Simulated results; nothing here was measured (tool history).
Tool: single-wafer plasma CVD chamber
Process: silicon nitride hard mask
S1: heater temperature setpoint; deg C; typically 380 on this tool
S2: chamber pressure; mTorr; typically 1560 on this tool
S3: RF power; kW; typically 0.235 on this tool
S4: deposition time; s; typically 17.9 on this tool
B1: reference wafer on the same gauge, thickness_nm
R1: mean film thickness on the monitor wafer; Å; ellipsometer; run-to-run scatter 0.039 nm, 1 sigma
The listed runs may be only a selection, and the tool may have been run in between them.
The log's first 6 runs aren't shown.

run   hour   S1    S2     S3    S4      B1      R1
     164.8  -- capacitance manometer re-zeroed and calibrated
  7  165.3  380  1560  0.235  17.9  16.401  178.45
  8  174.6  380  1560  0.235  17.9  16.398  178.79
  9  194.5  380  1560  0.235  17.9  16.398  178.77
 10  218.5  380  1560  0.235  17.9  16.397  177.85
 11  236.2  390  1560  0.255  17.9  16.400  189.09
     264.3  -- thermocouple changed; heater temperature recalibrated
 12  271.4  380  1560  0.235  17.9  16.402  179.53
 13  304.1  380  1560  0.235  17.9  16.401  178.92
     332.4  -- RF generator calibrated
 14  332.9  372  1560  0.200  15.8  16.401  139.21
     339.9  -- gauge calibrated
 15  349.2  395  1560  0.235  17.9  16.395  177.64
 16  363.9  389  1660  0.205  21.2  16.400  192.46
     377.7  -- showerhead replaced
 17  391.7  380  1560  0.235  17.9  16.397  178.56
 18  410.5  380  1560  0.235  17.9  16.396  179.86
 19  427.1  380  1560  0.235  17.9  16.397  178.60
 20  450.7  388  1850  0.190  17.9  16.409  157.04
 21  463.2  380  1880  0.255  19.5  16.397  218.19
 22  479.9  380  1560  0.235  17.9  16.400  179.24
 23  499.5  395  1560  0.235  17.9  16.402  178.16
 24  526.7  380  1800  0.215  17.9  16.395  173.69
 25  555.4  375  1390  0.235  17.9  16.398  174.13
 26  571.8  386  1660  0.205  19.4  16.401  176.26
 27  585.3  380  1560  0.200  17.9  16.402  157.01
 28  617.9  380  1390  0.235  17.9  16.396  174.14
 29  649.1  380  1560  0.235  17.9  16.404  179.66
 30  681.0  380  1870  0.235  20.8  16.407  219.57

Alternative continuations, all from the tool just after run 30; predict every row:
  A  681.4  394  1560  0.235  17.9   ?   ?
  B  681.4  368  1350  0.235  17.9   ?   ?
  C  681.4  380  1560  0.275  17.9   ?   ?

run      B1      R1
  A  16.402  178.17
  B  16.402  172.97
  C  16.402  201.83
What these runs would have given with no unlogged condition in the tool:
run      R1
  A  177.88
  B  172.68
  C  201.50

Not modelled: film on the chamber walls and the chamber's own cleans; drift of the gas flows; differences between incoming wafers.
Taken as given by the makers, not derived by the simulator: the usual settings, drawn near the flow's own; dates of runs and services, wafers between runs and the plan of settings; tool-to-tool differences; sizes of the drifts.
